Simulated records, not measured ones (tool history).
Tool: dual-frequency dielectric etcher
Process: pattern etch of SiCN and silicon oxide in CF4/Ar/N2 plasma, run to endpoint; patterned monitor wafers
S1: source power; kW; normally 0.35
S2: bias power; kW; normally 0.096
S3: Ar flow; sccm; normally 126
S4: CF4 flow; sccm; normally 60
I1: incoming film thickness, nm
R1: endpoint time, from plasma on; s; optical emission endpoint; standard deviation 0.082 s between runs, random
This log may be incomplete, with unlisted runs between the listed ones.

Run 1, day 0: usual settings but S4 67 sccm; I1 12.62. Result: R1 17.4 s.
Run 2, day 2.875: usual settings but S4 67 sccm; I1 12.65. Result: R1 17.3 s.
Run 3, day 5.238: usual settings but S4 67 sccm; I1 12.69. Result: R1 17.3 s.
Run 4, day 7.467: usual settings but S1 0.39 kW; I1 12.74. Result: R1 16 s.
At day 9.517: Ar flow controller replaced.
Run 5, day 9.538: usual settings but S1 0.39 kW; I1 12.9. Result: R1 16.1 s.
At day 12.396: wet clean of the chamber.
Run 6, day 12.417: usual settings but S2 0.112 kW, S3 140 sccm; I1 12.63. Result: R1 16.6 s.
Run 7, day 16.129: usual settings but S2 0.112 kW, S3 140 sccm; I1 12.69. Result: R1 16.9 s.
Run 8, day 19.283: usual settings but S2 0.113 kW; I1 12.67. Result: R1 16.6 s.
At day 22.008: bias power generator calibrated.
Run 9, day 22.621: usual settings; I1 12.65. Result: R1 17.7 s.
At day 25.804: upper electrode replaced.
Run 10, day 25.842: usual settings but S2 0.106 kW, S4 66 sccm; I1 12.79. Result: R1 16.8 s.
Run 11, day 29.283: usual settings but S2 0.088 kW, S3 104 sccm; I1 12.78. Result: R1 17.9 s.
At day 30.196: CF4 flow controller replaced.
Run 12, day 31.296: usual settings; I1 12.63. Result: R1 17.6 s.
At day 39.092: wet clean of the chamber.
Run 13, day 40.417: usual settings but S1 0.44 kW; I1 12.61. Result: R1 13.8 s.
At day 43.375: source power generator calibrated.
Run 14, day 44.8: usual settings but S4 46 sccm; I1 12.75. Result: R1 19 s.
Run 15, day 47: usual settings; I1 12.56. Result: R1 18.1 s.
Run 16, day 48.762: usual settings; I1 12.67. Result: R1 18 s.
Run 17, day 60.067: usual settings but S2 0.105 kW, S3 152 sccm; I1 12.65. Result: R1 17.7 s.
Run 18, day 63.383: usual settings but S1 0.33 kW; I1 12.66. Result: R1 19.1 s.
At day 66.033: wet clean of the chamber.
Run 19, day 66.988: usual settings but S1 0.31 kW, S4 67 sccm; I1 12.64. Result: R1 20 s.
Run 20, day 70.517: usual settings but S1 0.39 kW, S3 106 sccm, S4 70 sccm; I1 12.75. Result: R1 15.4 s.
Run 21, day 73.121: usual settings; I1 12.75. Result: R1 18 s.
Run 22, day 77.55: usual settings but S1 0.39 kW, S3 139 sccm, S4 71 sccm; I1 12.68. Result: R1 15.7 s.
Run 23, day 79.679: usual settings but S1 0.4 kW, S4 55 sccm; I1 12.71. Result: R1 15.8 s.
Run 24, day 84.121: usual settings; I1 12.79. Result: R1 18 s.

How would selected steps in R1 from run to run divide? Give the signed amount a tool lacking its hidden state would still show from settings, what came in and random variation, and the signed amount left for the hidden state, including any gauge scatter that is not in both of the compared results.
Hidden state at play: etch rate over this chamber's usual, %; source power that arrives over what is set, %; bias power that arrives over what is set, %; Ar flow that arrives over what is set, %; CF4 flow that arrives over what is set, %.
Run 2 -> 3: settings left as they were, no log entry in between. R1 +0 s: hidden state -0.1, all else +0.1.
Run 13 -> 14: S1 0.44 -> 0.35, S4 60 -> 46, source power generator calibrated. R1 +5.2 s: hidden state +0.5, all else +4.7.
Run 19 -> 20: S1 0.31 -> 0.39, S3 126 -> 106, S4 67 -> 70. R1 -4.6 s: hidden state +0, all else -4.6.

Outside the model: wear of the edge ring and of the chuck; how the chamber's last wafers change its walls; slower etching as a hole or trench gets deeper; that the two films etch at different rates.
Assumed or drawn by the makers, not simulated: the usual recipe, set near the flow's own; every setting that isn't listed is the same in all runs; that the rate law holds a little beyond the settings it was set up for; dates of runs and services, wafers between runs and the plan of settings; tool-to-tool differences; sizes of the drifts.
